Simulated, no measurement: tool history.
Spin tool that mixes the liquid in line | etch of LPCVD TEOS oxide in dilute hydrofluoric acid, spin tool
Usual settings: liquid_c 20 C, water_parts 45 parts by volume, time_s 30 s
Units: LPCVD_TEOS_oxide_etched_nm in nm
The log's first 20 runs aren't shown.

run,day,liquid_c,water_parts,time_s,wafers since the last listed run,hours since the thermometer was replaced,hours since the hydrofluoric acid flow meter was replaced,hours since the gauge calibration,"read-back film thickness of the LPCVD TEOS oxide reference wafer, read on the same gauge (nm)",LPCVD_TEOS_oxide_etched_nm
21,60.775,22,45,30,1168,1090.9,1166.8,861.3,150.01,33.3
22,63.492,20,45,30,709,1156.1,1232,926.5,149.96,30.38
# day 65.092: thermometer replaced
23,67.988,17.5,40,30,1163,69.5,1339.9,1034.4,150,30.73
24,69.658,17,40,20,436,109.6,1380,1074.5,150.01,20.04
# day 72.246: hydrofluoric acid flow meter replaced
25,72.625,20,55,45,764,180.8,9.1,1145.7,149.99,36.83
26,74.242,20,45,45,422,219.6,47.9,1184.5,150,45.5
27,77.396,20,65,30,824,295.3,123.6,1260.2,150.04,20.64
28,81.379,20,45,30,1040,390.9,219.2,1355.8,149.94,30.36
29,85.683,20,45,30,1124,494.2,322.5,1459.1,149.97,30.44
30,89.042,24,50,45,877,574.8,403.1,1539.7,150,48.39
31,92.458,20,45,30,892,656.8,485.1,1621.7,150.02,30.31
32,94.4,24.5,55,30,507,703.4,531.7,1668.3,150,29.81
33,97.392,20,50,30,781,775.2,603.5,1740.1,150.02,27.16
34,101.812,20,65,30,1155,881.3,709.6,1846.2,149.94,20.36

3 ways to go on from here, each from the tool as it stands after run 34. What would each give?
A,101.829,20,45,30,4,881.7,710,1846.6,?,?
B,101.829,17,60,20,4,881.7,710,1846.6,?,?
C,101.829,17,25,20,4,881.7,710,1846.6,?,?

run,"read-back film thickness of the LPCVD TEOS oxide reference wafer, read on the same gauge (nm)",LPCVD_TEOS_oxide_etched_nm
A,149.98,30.77
B,149.98,13.29
C,149.98,33.17
Without the tool's hidden state the same runs would have given:
run,LPCVD_TEOS_oxide_etched_nm
A,30.77
B,13.29
C,33.17
